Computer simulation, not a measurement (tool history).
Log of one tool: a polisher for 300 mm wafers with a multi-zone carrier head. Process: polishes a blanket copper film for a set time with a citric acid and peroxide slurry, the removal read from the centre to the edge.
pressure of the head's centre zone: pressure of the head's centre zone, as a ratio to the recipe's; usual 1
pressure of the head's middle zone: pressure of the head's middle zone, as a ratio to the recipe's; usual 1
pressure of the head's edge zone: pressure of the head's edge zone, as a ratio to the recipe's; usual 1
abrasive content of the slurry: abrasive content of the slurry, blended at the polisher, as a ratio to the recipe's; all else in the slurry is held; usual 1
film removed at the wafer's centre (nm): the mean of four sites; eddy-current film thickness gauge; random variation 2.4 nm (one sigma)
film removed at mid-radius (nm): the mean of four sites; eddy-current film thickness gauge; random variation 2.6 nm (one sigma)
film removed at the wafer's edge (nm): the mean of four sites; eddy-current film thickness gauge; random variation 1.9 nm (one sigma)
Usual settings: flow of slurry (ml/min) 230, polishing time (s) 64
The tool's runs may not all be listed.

| run | day | flow of slurry (ml/min) | pressure of the head's centre zone | pressure of the head's middle zone | pressure of the head's edge zone | abrasive content of the slurry | polishing time (s) | incoming thickness of the incoming film, nm | film removed at the wafer's centre (nm) | film removed at mid-radius (nm) | film removed at the wafer's edge (nm) |
|---|---|---|---|---|---|---|---|---|---|---|---|
| 1 | 0 | 230 | 1 | 1 | 1 | 1 | 64 | 629.7 | 193.1 | 188.8 | 193.9 |
| 2 | 1.112 | 230 | 1 | 1 | 1 | 1 | 64 | 628.8 | 194.5 | 187 | 193.3 |
| 3 | 3.446 | 210 | 1 | 1 | 1 | 1 | 64 | 638.2 | 188.6 | 182.3 | 189.9 |
| 4 | 5.788 | 230 | 1 | 1 | 1 | 1 | 64 | 625.3 | 195.4 | 179 | 191.7 |
| 5 | 8.733 | 230 | 1 | 1 | 1.05 | 1 | 64 | 624.4 | 195.2 | 182.2 | 200.9 |
| 6 | 11.004 | 230 | 0.96 | 1 | 1.07 | 1 | 64 | 632.8 | 186.4 | 179.7 | 197.6 |
|  | 11.788 | worn pad replaced by a new one |
|  | 14.554 | edge zone pressure recalibrated |
|  | 16.196 | slurry nozzle cleaned |
|  | 16.212 | centre zone pressure recalibrated |
| 7 | 18.821 | 230 | 1 | 1 | 1 | 1 | 64 | 632.4 | 191.2 | 194.8 | 197.7 |
| 8 | 21.671 | 250 | 1 | 0.94 | 1 | 0.9 | 64 | 636 | 185.8 | 182 | 195.4 |
| 9 | 23.312 | 230 | 1.06 | 1 | 1 | 1.1 | 64 | 625.3 | 210.6 | 197.3 | 206 |
| 10 | 25.212 | 230 | 1.03 | 1.08 | 1 | 1 | 64 | 626.8 | 201.2 | 203.2 | 193.3 |
|  | 28.662 | worn pad replaced by a new one |
| 11 | 30.842 | 265 | 1 | 1 | 0.89 | 0.9 | 53 | 630.1 | 161 | 152.9 | 149.4 |
| 12 | 32.879 | 230 | 1 | 1 | 0.92 | 1 | 64 | 643.6 | 197 | 190.6 | 185 |
| 13 | 34.258 | 230 | 1 | 1 | 1 | 1 | 64 | 626.2 | 192.9 | 190.1 | 195.1 |
| 14 | 37.192 | 230 | 1 | 1 | 1 | 1 | 64 | 635.5 | 192.7 | 184.5 | 194.3 |
| 15 | 39.742 | 230 | 1 | 1.11 | 1 | 1.25 | 64 | 622.9 | 214.7 | 220.4 | 209.1 |
| 16 | 41.512 | 230 | 1 | 0.92 | 0.94 | 1 | 64 | 619.2 | 196.7 | 170.7 | 186 |
|  | 41.879 | centre zone pressure recalibrated |
|  | 42.667 | worn pad replaced by a new one |
| 17 | 44.092 | 230 | 1 | 1.03 | 0.92 | 1 | 64 | 631.2 | 183.2 | 185.5 | 186.7 |
|  | 45.383 | slurry nozzle cleaned |
| 18 | 46.304 | 230 | 0.94 | 1 | 1.1 | 1 | 64 | 627.8 | 186.8 | 198.6 | 209.6 |
|  | 48.862 | carrier head's membrane replaced by a new one |
| 19 | 48.9 | 230 | 1 | 1 | 1 | 1 | 64 | 622.1 | 196.9 | 197.2 | 199.4 |
| 20 | 51.388 | 230 | 1 | 1 | 0.91 | 1 | 64 | 642.2 | 202.5 | 189.5 | 187.7 |

Forecast each of these 5 alternatives for the next run:
| A | 51.404 | 230 | 1 | 1 | 1 | 1 | 64 | 631.2 | ? | ? | ? |
| B | 51.404 | 230 | 1 | 1 | 1 | 1 | 79 | 631.2 | ? | ? | ? |
| C | 51.404 | 230 | 1 | 1 | 1.08 | 1 | 64 | 631.2 | ? | ? | ? |
| D | 51.404 | 160 | 0.93 | 1.03 | 1 | 1 | 77 | 631.2 | ? | ? | ? |
| E | 51.404 | 230 | 1 | 1 | 1 | 1 | 72 | 631.2 | ? | ? | ? |

| run | film removed at the wafer's centre (nm) | film removed at mid-radius (nm) | film removed at the wafer's edge (nm) |
|---|---|---|---|
| A | 201.4 | 193.8 | 195.7 |
| B | 248.6 | 239.2 | 241.5 |
| C | 201.4 | 193.8 | 203.2 |
| D | 214.7 | 227.2 | 226.7 |
| E | 226.6 | 218 | 220.1 |
Without the tool's hidden state the same runs would have given:
| run | film removed at the wafer's centre (nm) | film removed at mid-radius (nm) | film removed at the wafer's edge (nm) |
|---|---|---|---|
| A | 193.6 | 199.4 | 199.9 |
| B | 239 | 246.2 | 246.7 |
| C | 193.6 | 199.4 | 207.6 |
| D | 208.5 | 236 | 233 |
| E | 217.8 | 224.4 | 224.8 |

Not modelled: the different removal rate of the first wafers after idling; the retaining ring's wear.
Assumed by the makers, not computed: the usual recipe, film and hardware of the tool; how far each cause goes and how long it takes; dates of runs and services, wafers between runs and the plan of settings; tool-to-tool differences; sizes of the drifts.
